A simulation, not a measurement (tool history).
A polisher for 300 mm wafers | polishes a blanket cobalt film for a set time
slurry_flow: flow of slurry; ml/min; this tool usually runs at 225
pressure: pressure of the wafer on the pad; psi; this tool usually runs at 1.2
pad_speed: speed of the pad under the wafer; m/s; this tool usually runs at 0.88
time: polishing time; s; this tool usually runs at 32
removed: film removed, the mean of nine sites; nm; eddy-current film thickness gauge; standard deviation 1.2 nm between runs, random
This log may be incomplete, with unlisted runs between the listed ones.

| run | hour | slurry_flow | pressure | pad_speed | time | incoming thickness of the incoming film, nm | removed |
|---|---|---|---|---|---|---|---|
| 1 | 0 | 225 | 1.2 | 0.88 | 32 | 760.6 | 84.2 |
| 2 | 9.5 | 225 | 1.2 | 0.88 | 32 | 760.9 | 82.2 |
| 3 | 27.2 | 225 | 1.2 | 0.88 | 32 | 762.7 | 81.8 |
| 4 | 38.9 | 225 | 1.2 | 0.88 | 32 | 762.3 | 81.4 |
|  | 45.1 | worn pad replaced by a new one |
| 5 | 45.5 | 225 | 1.2 | 0.88 | 32 | 760.4 | 84.9 |
| 6 | 56.6 | 225 | 1.2 | 0.88 | 32 | 775.5 | 83.1 |
| 7 | 69.9 | 225 | 1.2 | 0.88 | 32 | 763 | 85.9 |
| 8 | 79.1 | 225 | 1.2 | 0.88 | 32 | 758.4 | 83.5 |
| 9 | 95.2 | 225 | 1.2 | 0.88 | 32 | 761.5 | 84 |
| 10 | 101.3 | 225 | 1.2 | 0.88 | 32 | 781.3 | 84.9 |
| 11 | 110.9 | 225 | 1.2 | 0.88 | 32 | 761.8 | 82.9 |
| 12 | 118.7 | 225 | 1.2 | 0.88 | 32 | 781 | 83 |
| 13 | 127.4 | 225 | 1.2 | 0.88 | 32 | 774.3 | 81.2 |
| 14 | 137.7 | 225 | 1.2 | 0.88 | 32 | 769.4 | 82.1 |
|  | 148.4 | worn pad replaced by a new one |
| 15 | 168.7 | 225 | 1.2 | 0.88 | 32 | 754.6 | 76.2 |
| 16 | 179.9 | 225 | 1.2 | 0.88 | 32 | 771.6 | 75.7 |
| 17 | 190.5 | 225 | 1.2 | 0.88 | 32 | 768 | 75.6 |
|  | 192.8 | slurry nozzle cleaned |
| 18 | 200.3 | 225 | 1.2 | 0.88 | 32 | 765.9 | 73.3 |
| 19 | 217.5 | 185 | 1.2 | 0.88 | 36 | 758.7 | 83.1 |
| 20 | 234.7 | 225 | 1.2 | 1.16 | 38 | 762.5 | 114.8 |
| 21 | 243.4 | 225 | 1.2 | 0.88 | 32 | 774.2 | 72.5 |
|  | 259.3 | head pressure recalibrated |
|  | 264.5 | worn pad replaced by a new one, repeated, since the last time left the tool worse |
| 22 | 265 | 185 | 1.5 | 0.8 | 32 | 773.6 | 92.8 |
| 23 | 272.9 | 160 | 1.2 | 1.1 | 41 | 783.8 | 127.6 |
| 24 | 317.6 | 225 | 1 | 0.88 | 41 | 778.3 | 92 |
| 25 | 332.8 | 225 | 1.2 | 0.88 | 32 | 767.3 | 83.4 |
|  | 351 | worn pad replaced by a new one |
| 26 | 351.5 | 255 | 1.1 | 1.12 | 28 | 779.8 | 89.1 |
| 27 | 369.8 | 250 | 1.5 | 0.88 | 24 | 778.1 | 76.5 |
| 28 | 377.6 | 245 | 1.2 | 0.88 | 32 | 757.4 | 84.5 |
| 29 | 391.1 | 225 | 1.2 | 0.88 | 32 | 761.5 | 82.3 |
| 30 | 404.6 | 295 | 1.2 | 0.88 | 32 | 764.5 | 83.1 |
| 31 | 422.5 | 170 | 1.2 | 1.08 | 28 | 772.8 | 86.2 |
| 32 | 432.3 | 225 | 1.2 | 0.88 | 32 | 770 | 80.9 |
| 33 | 447 | 280 | 1.2 | 0.88 | 32 | 759.1 | 80.9 |
|  | 462.5 | worn pad replaced by a new one |
| 34 | 477.9 | 245 | 1.2 | 0.88 | 32 | 779.9 | 84.4 |

The tool's hidden state at each run:
slurry flow missing at the pad, %: 0 at every run
deviation of the head's pressure from its setpoint, %: 0 at every run
H1: removal rate lost through wear of the pad, %
| run | H1 |
|---|---|
| 1 | 1.78 |
| 2 | 2.23 |
| 3 | 3.32 |
| 4 | 4.2 |
| 5 | 0.0547 |
| 6 | 0.119 |
| 7 | 0.353 |
| 8 | 0.616 |
| 9 | 1.27 |
| 10 | 1.59 |
| 11 | 2.16 |
| 12 | 2.69 |
| 13 | 3.35 |
| 14 | 4.22 |
| 15 | 9.29 |
| 16 | 9.57 |
| 17 | 9.95 |
| 18 | 10.4 |
| 19 | 11.4 |
| 20 | 12.7 |
| 21 | 13.5 |
| 22 | 0.0631 |
| 23 | 0.0977 |
| 24 | 1.44 |
| 25 | 2.33 |
| 26 | 0.169 |
| 27 | 0.341 |
| 28 | 0.513 |
| 29 | 0.951 |
| 30 | 1.57 |
| 31 | 2.65 |
| 32 | 3.38 |
| 33 | 4.65 |
| 34 | 0.784 |
